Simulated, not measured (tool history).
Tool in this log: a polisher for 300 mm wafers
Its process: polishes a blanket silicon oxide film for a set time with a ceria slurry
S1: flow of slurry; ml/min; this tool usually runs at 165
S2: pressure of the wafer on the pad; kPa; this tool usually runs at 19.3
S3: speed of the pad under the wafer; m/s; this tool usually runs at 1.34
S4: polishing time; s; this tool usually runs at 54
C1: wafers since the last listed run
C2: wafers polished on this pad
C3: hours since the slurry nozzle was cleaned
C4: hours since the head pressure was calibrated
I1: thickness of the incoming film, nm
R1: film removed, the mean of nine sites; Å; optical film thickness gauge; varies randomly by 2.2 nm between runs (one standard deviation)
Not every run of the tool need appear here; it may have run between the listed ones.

run	day	S1	S2	S3	S4	C1	C2	C3	C4	I1	R1
1	0.000	165	19.3	1.34	54	0	746	317.9	1537.1	825.1	2376
2	1.400	165	19.3	1.34	54	205	951	351.5	1570.7	810.8	2338
3	1.979	125	17.9	1.34	54	85	1037	365.4	1584.6	806.5	2052
4	2.529	125	17.9	1.34	54	80	1117	378.6	1597.8	806.1	2031
5	3.038	165	19.3	1.34	54	74	1192	390.8	1610.0	820.5	2358
6	3.592	165	19.3	1.34	54	81	1274	404.1	1623.3	809.1	2371
# day 4.683: worn pad replaced by a new one
7	4.704	165	19.3	1.34	54	139	3	430.8	1650.0	807.6	2313
8	5.071	210	19.3	1.48	54	53	57	439.6	1658.8	814.9	2665
9	6.188	210	19.3	1.48	54	164	221	466.4	1685.6	824.3	2705
10	7.083	210	19.3	1.48	54	131	353	487.9	1707.1	806.3	2677
# day 7.200: head pressure recalibrated
11	8.062	205	19.3	1.62	54	131	484	511.4	20.7	811.9	2964
12	9.208	205	19.3	1.34	54	168	653	538.9	48.2	819.1	2440
13	10.142	205	19.3	1.34	54	137	790	561.3	70.6	796.5	2404
14	11.567	165	19.3	1.34	54	209	999	595.5	104.8	797.4	2346
# day 12.092: slurry nozzle cleaned
15	12.825	165	19.3	1.34	54	178	1178	17.6	135.0	806.8	2487
# day 13.425: worn pad replaced by a new one
16	13.446	165	19.3	1.34	54	66	3	32.5	149.9	799.6	2496
17	14.279	200	16.5	1.34	43	122	125	52.5	169.9	812.5	1726
18	15.529	200	19.3	1.18	37	183	309	82.5	199.9	809.8	1534
19	16.342	205	23.4	1.34	54	119	428	102.0	219.4	817.6	3017
20	16.942	140	25.5	1.78	47	88	517	116.4	233.8	806.5	3553
21	17.567	200	19.3	1.34	54	91	608	131.4	248.8	816.2	2526
22	18.679	165	15.9	1.74	54	163	772	158.1	275.5	824.1	2573
23	19.400	110	19.3	1.34	48	105	878	175.4	292.8	804.2	1898
24	20.692	225	19.3	1.34	47	189	1068	206.4	323.8	805.3	2228
# day 21.871: worn pad replaced by a new one
25	21.892	165	19.3	1.34	54	151	2	235.2	352.6	820.2	2368
26	22.654	105	24.1	1.66	36	112	114	253.5	370.9	803.8	2117
27	23.283	200	16.5	1.34	43	92	207	268.6	386.0	798.8	1659
28	24.367	165	22.8	1.46	37	159	366	294.6	412.0	818.9	2074
29	25.683	165	19.3	1.34	54	193	560	326.2	443.6	824.4	2354
30	26.792	165	19.3	1.66	38	162	723	352.8	470.2	808.6	2025
31	28.100	165	19.3	1.34	54	192	915	384.2	501.6	815.4	2342
32	28.688	115	19.3	1.78	54	86	1001	398.3	515.7	820.5	2850
33	29.229	150	19.3	1.34	46	79	1081	411.3	528.7	804.0	1958
34	30.162	110	26.2	1.34	54	137	1218	433.7	551.1	811.4	2792
# day 31.046: worn pad replaced by a new one
35	31.067	165	23.4	1.34	54	108	2	455.4	572.8	803.1	2805
36	32.246	165	25.5	1.50	54	173	176	483.7	601.1	798.7	3424
37	33.058	125	22.8	0.92	62	119	295	503.2	620.6	821.0	2036
38	34.362	150	19.3	1.34	54	191	487	534.5	651.9	807.7	2287

A few steps of R1 between consecutive runs. Split each: what settings, incoming material and random variation would produce without the hidden state, and what is left over for the hidden state, along with gauge scatter present in only one of the two compared results (measured, and without hidden state):
The tool's hidden condition here consists of: removal rate lost through wear of the pad, %; slurry flow missing at the pad, %; deviation of the head's pressure from its setpoint, %.
Run 14 -> 15: slurry nozzle cleaned. R1 +141 Å: hidden state +142, all else -1.
Run 18 -> 19: S1 200 -> 205, S2 19.3 -> 23.4, S3 1.18 -> 1.34, S4 37 -> 54. R1 +1483 Å: hidden state -33, all else +1516.
Run 20 -> 21: S1 140 -> 200, S2 25.5 -> 19.3, S3 1.78 -> 1.34, S4 47 -> 54. R1 -1027 Å: hidden state +51, all else -1078.
Run 32 -> 33: S1 115 -> 150, S3 1.78 -> 1.34, S4 54 -> 46. R1 -892 Å: hidden state +111, all else -1003.
Run 33 -> 34: S1 150 -> 110, S2 19.3 -> 26.2, S4 46 -> 54. R1 +834 Å: hidden state -125, all else +959.
Run 36 -> 37: S1 165 -> 125, S2 25.5 -> 22.8, S3 1.50 -> 0.92, S4 54 -> 62. R1 -1388 Å: hidden state +44, all else -1432.
